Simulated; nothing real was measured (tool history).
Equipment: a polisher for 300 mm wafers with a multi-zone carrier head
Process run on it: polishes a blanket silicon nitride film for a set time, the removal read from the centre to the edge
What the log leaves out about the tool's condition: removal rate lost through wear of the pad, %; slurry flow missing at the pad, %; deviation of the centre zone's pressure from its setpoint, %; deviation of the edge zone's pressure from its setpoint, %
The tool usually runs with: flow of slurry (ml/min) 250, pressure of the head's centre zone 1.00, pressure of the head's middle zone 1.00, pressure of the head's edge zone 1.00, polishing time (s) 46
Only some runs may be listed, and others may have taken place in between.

| run | hour | flow of slurry (ml/min) | pressure of the head's centre zone | pressure of the head's middle zone | pressure of the head's edge zone | polishing time (s) | wafers since the last listed run | wafers polished on this pad | hours since the slurry nozzle was cleaned | hours since the centre zone pressure was calibrated | hours since the edge zone pressure was calibrated | hours since the carrier head's membrane was replaced | incoming thickness of the incoming film, nm | film removed at the wafer's centre (Å) | film removed at mid-radius (Å) | film removed at the wafer's edge (Å) |
|---|---|---|---|---|---|---|---|---|---|---|---|---|---|---|---|---|
| 1 | 0.0 | 250 | 0.91 | 1.00 | 1.00 | 46 | 0 | 590 | 100.9 | 743.2 | 1216.9 | 1603.1 | 360.2 | 418 | 466 | 493 |
| 2 | 10.9 | 250 | 1.05 | 1.00 | 1.06 | 46 | 144 | 734 | 111.8 | 754.1 | 1227.8 | 1614.0 | 361.2 | 477 | 455 | 494 |
| 3 | 28.3 | 250 | 1.05 | 1.00 | 1.06 | 46 | 231 | 965 | 129.2 | 771.5 | 1245.2 | 1631.4 | 362.3 | 473 | 460 | 502 |
| 4 | 38.2 | 250 | 1.05 | 1.00 | 1.06 | 46 | 131 | 1097 | 139.1 | 781.4 | 1255.1 | 1641.3 | 362.1 | 473 | 454 | 503 |
|  | 46.7 | worn pad replaced by a new one, of another model than before |
| 5 | 47.9 | 250 | 1.00 | 1.04 | 1.03 | 46 | 75 | 16 | 148.8 | 791.1 | 1264.8 | 1651.0 | 355.5 | 458 | 486 | 493 |
| 6 | 62.3 | 250 | 1.00 | 1.00 | 1.00 | 46 | 191 | 207 | 163.2 | 805.5 | 1279.2 | 1665.4 | 356.9 | 459 | 468 | 493 |
|  | 72.8 | carrier head's membrane replaced by a new one |
| 7 | 77.4 | 250 | 1.00 | 1.00 | 1.00 | 46 | 134 | 341 | 178.3 | 820.6 | 1294.3 | 4.6 | 362.9 | 459 | 457 | 487 |
| 8 | 92.7 | 250 | 1.00 | 1.00 | 1.00 | 46 | 203 | 544 | 193.6 | 835.9 | 1309.6 | 19.9 | 357.7 | 457 | 459 | 486 |
| 9 | 109.1 | 250 | 1.00 | 1.00 | 1.00 | 46 | 217 | 762 | 210.0 | 852.3 | 1326.0 | 36.3 | 363.9 | 452 | 468 | 490 |
| 10 | 120.7 | 250 | 1.00 | 1.00 | 1.00 | 46 | 154 | 916 | 221.6 | 863.9 | 1337.6 | 47.9 | 356.6 | 456 | 458 | 487 |
|  | 123.0 | edge zone pressure recalibrated |
|  | 126.5 | centre zone pressure recalibrated |
|  | 127.8 | worn pad replaced by a new one |
| 11 | 137.5 | 250 | 1.00 | 1.00 | 1.00 | 46 | 151 | 128 | 238.4 | 11.0 | 14.5 | 64.7 | 359.3 | 452 | 459 | 490 |
| 12 | 150.5 | 250 | 1.00 | 1.00 | 1.00 | 46 | 172 | 300 | 251.4 | 24.0 | 27.5 | 77.7 | 363.6 | 451 | 460 | 493 |
| 13 | 165.9 | 180 | 1.00 | 1.00 | 1.09 | 61 | 204 | 505 | 266.8 | 39.4 | 42.9 | 93.1 | 359.1 | 575 | 579 | 665 |
|  | 183.6 | slurry nozzle cleaned |
| 14 | 184.1 | 250 | 1.00 | 1.00 | 1.00 | 46 | 228 | 733 | 0.5 | 57.6 | 61.1 | 111.3 | 364.7 | 473 | 488 | 513 |
| 15 | 199.2 | 195 | 1.00 | 1.00 | 1.00 | 46 | 200 | 934 | 15.6 | 72.7 | 76.2 | 126.4 | 353.4 | 463 | 462 | 491 |
| 16 | 208.5 | 250 | 1.00 | 0.95 | 1.11 | 46 | 123 | 1057 | 24.9 | 82.0 | 85.5 | 135.7 | 361.9 | 474 | 461 | 527 |
| 17 | 218.0 | 300 | 1.08 | 1.06 | 1.00 | 46 | 126 | 1184 | 34.4 | 91.5 | 95.0 | 145.2 | 357.7 | 520 | 508 | 504 |
|  | 222.4 | worn pad replaced by a new one |
| 18 | 231.1 | 250 | 1.06 | 1.00 | 0.97 | 46 | 120 | 115 | 47.5 | 104.6 | 108.1 | 158.3 | 360.5 | 499 | 472 | 489 |
| 19 | 237.8 | 200 | 1.00 | 1.00 | 1.00 | 46 | 88 | 204 | 54.2 | 111.3 | 114.8 | 165.0 | 358.1 | 453 | 464 | 481 |
| 20 | 250.8 | 250 | 1.00 | 1.00 | 0.90 | 33 | 172 | 376 | 67.2 | 124.3 | 127.8 | 178.0 | 364.0 | 337 | 331 | 342 |
| 21 | 267.0 | 250 | 1.00 | 1.00 | 1.00 | 46 | 215 | 592 | 83.4 | 140.5 | 144.0 | 194.2 | 361.6 | 470 | 460 | 496 |
| 22 | 276.0 | 250 | 1.00 | 1.00 | 1.00 | 46 | 119 | 711 | 92.4 | 149.5 | 153.0 | 203.2 | 359.9 | 459 | 461 | 497 |

What if the next run were any one of these 4? Each begins from the tool's condition after run 22:
| A | 276.4 | 250 | 1.00 | 1.00 | 1.00 | 46 | 5 | 716 | 92.8 | 149.9 | 153.4 | 203.6 | 363.2 | ? | ? | ? |
| B | 276.4 | 180 | 0.92 | 1.07 | 0.90 | 46 | 5 | 716 | 92.8 | 149.9 | 153.4 | 203.6 | 363.2 | ? | ? | ? |
| C | 276.4 | 250 | 0.89 | 1.04 | 0.88 | 46 | 5 | 716 | 92.8 | 149.9 | 153.4 | 203.6 | 363.2 | ? | ? | ? |
| D | 276.4 | 200 | 1.00 | 0.91 | 1.00 | 46 | 5 | 716 | 92.8 | 149.9 | 153.4 | 203.6 | 363.2 | ? | ? | ? |

| run | film removed at the wafer's centre (Å) | film removed at mid-radius (Å) | film removed at the wafer's edge (Å) |
|---|---|---|---|
| A | 463 | 471 | 496 |
| B | 407 | 479 | 458 |
| C | 411 | 487 | 467 |
| D | 449 | 423 | 487 |
Stripped of hidden state, with their random variation kept, the same runs would have yielded:
| run | film removed at the wafer's centre (Å) | film removed at mid-radius (Å) | film removed at the wafer's edge (Å) |
|---|---|---|---|
| A | 480 | 487 | 509 |
| B | 427 | 500 | 472 |
| C | 427 | 503 | 479 |
| D | 469 | 440 | 501 |

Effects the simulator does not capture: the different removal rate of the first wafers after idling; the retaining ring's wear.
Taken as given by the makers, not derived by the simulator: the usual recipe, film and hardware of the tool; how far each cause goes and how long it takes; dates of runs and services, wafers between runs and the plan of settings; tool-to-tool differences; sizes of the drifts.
